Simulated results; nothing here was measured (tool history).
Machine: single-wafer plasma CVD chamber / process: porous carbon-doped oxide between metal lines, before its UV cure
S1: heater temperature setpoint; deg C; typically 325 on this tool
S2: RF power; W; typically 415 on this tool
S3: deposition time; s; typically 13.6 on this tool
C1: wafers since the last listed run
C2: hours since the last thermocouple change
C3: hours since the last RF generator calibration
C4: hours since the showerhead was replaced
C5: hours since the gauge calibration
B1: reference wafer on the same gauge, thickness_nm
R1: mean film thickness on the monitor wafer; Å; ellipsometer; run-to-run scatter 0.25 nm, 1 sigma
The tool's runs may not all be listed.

run,hour,S1,S2,S3,C1,C2,C3,C4,C5,B1,R1
1,0,325,415,13.6,0,2673.6,1018.6,5787.1,151.6,52.066,556.27
2,16.9,325,415,13.6,400,2690.5,1035.5,5804,168.5,51.992,553.63
3,29.7,325,415,13.6,303,2703.3,1048.3,5816.8,181.3,52.023,554.85
4,36.7,325,415,13.6,165,2710.3,1055.3,5823.8,188.3,52.002,552.69
# hour 53.1: thermocouple changed; heater temperature recalibrated
5,53.6,325,415,13.6,210,0.5,1072.2,5840.7,205.2,52.094,554.36
6,70.5,330,415,13.6,400,17.4,1089.1,5857.6,222.1,51.996,545.29
7,87.8,330,415,13.6,409,34.7,1106.4,5874.9,239.4,52.075,544.61
8,95.8,330,415,13.6,189,42.7,1114.4,5882.9,247.4,51.962,542.32
9,109.2,325,415,13.6,317,56.1,1127.8,5896.3,260.8,52.042,555.38
10,124.4,325,415,13.6,359,71.3,1143,5911.5,276,52.08,554.05
11,133.6,325,415,13.6,217,80.5,1152.2,5920.7,285.2,51.949,551.8
12,145.4,325,415,13.6,279,92.3,1164,5932.5,297,52.028,552.42
13,161.3,314,415,13.6,376,108.2,1179.9,5948.4,312.9,52.064,581.83
# hour 201.7: showerhead replaced
14,211.3,325,415,13.6,994,158.2,1229.9,9.6,362.9,52.149,554.9
# hour 229.3: RF generator calibrated
15,229.8,336,415,13.6,248,176.7,0.5,28.1,381.4,52.061,557.38
16,251.2,330,350,14.4,506,198.1,21.9,49.5,402.8,51.922,544.95
17,262.6,339,490,13.6,269,209.5,33.3,60.9,414.2,52.056,594.05
18,271.1,325,415,14.7,201,218,41.8,69.4,422.7,52.059,622.01
19,287,311,485,16.1,376,233.9,57.7,85.3,438.6,52.088,787.87
20,296.3,312,485,13.6,220,243.2,67,94.6,447.9,52.062,671.46
21,307.6,313,460,11.9,267,254.5,78.3,105.9,459.2,52.034,570.37
22,318.1,315,440,13.6,248,265,88.8,116.4,469.7,52.051,626.88
# hour 319.9: gauge calibrated
23,324.6,325,415,13.6,153,271.5,95.3,122.9,4.7,52.06,576.94
24,338.3,325,445,15.9,324,285.2,109,136.6,18.4,52.062,695.02
25,348.6,325,415,13.6,243,295.5,119.3,146.9,28.7,51.961,572.42
26,358.7,325,440,13.6,239,305.6,129.4,157,38.8,52.041,596.29
27,368.7,325,415,13.6,236,315.6,139.4,167,48.8,51.922,581.67
28,377.5,331,415,13.6,208,324.4,148.2,175.8,57.6,52.126,557.99
29,392.7,313,465,12.7,359,339.6,163.4,191,72.8,51.966,607.54
30,408.6,339,380,15.8,376,355.5,179.3,206.9,88.7,52.077,603.15
31,422,337,345,14.3,317,368.9,192.7,220.3,102.1,51.891,517.41
32,436.6,336,415,13.6,345,383.5,207.3,234.9,116.7,51.991,549.58
33,443,339,415,11.4,151,389.9,213.7,241.3,123.1,51.925,457.46

Give the tool's hidden conditions for every run:
wafer temperature above the value expected at the setpoint (K): 0 on each run
gauge reads high (%): 0 on each run
H1: delivered RF power above the setpoint (%)
run,H1
1,-7.93
2,-8.04
3,-8.13
4,-8.17
5,-8.28
6,-8.39
7,-8.51
8,-8.56
9,-8.65
10,-8.75
11,-8.81
12,-8.88
13,-8.99
14,-9.31
15,-0.213
16,-0.353
17,-0.428
18,-0.483
19,-0.587
20,-0.648
21,-0.722
22,-0.791
23,-0.834
24,-0.923
25,-0.991
26,-1.06
27,-1.12
28,-1.18
29,-1.28
30,-1.38
31,-1.47
32,-1.57
33,-1.61

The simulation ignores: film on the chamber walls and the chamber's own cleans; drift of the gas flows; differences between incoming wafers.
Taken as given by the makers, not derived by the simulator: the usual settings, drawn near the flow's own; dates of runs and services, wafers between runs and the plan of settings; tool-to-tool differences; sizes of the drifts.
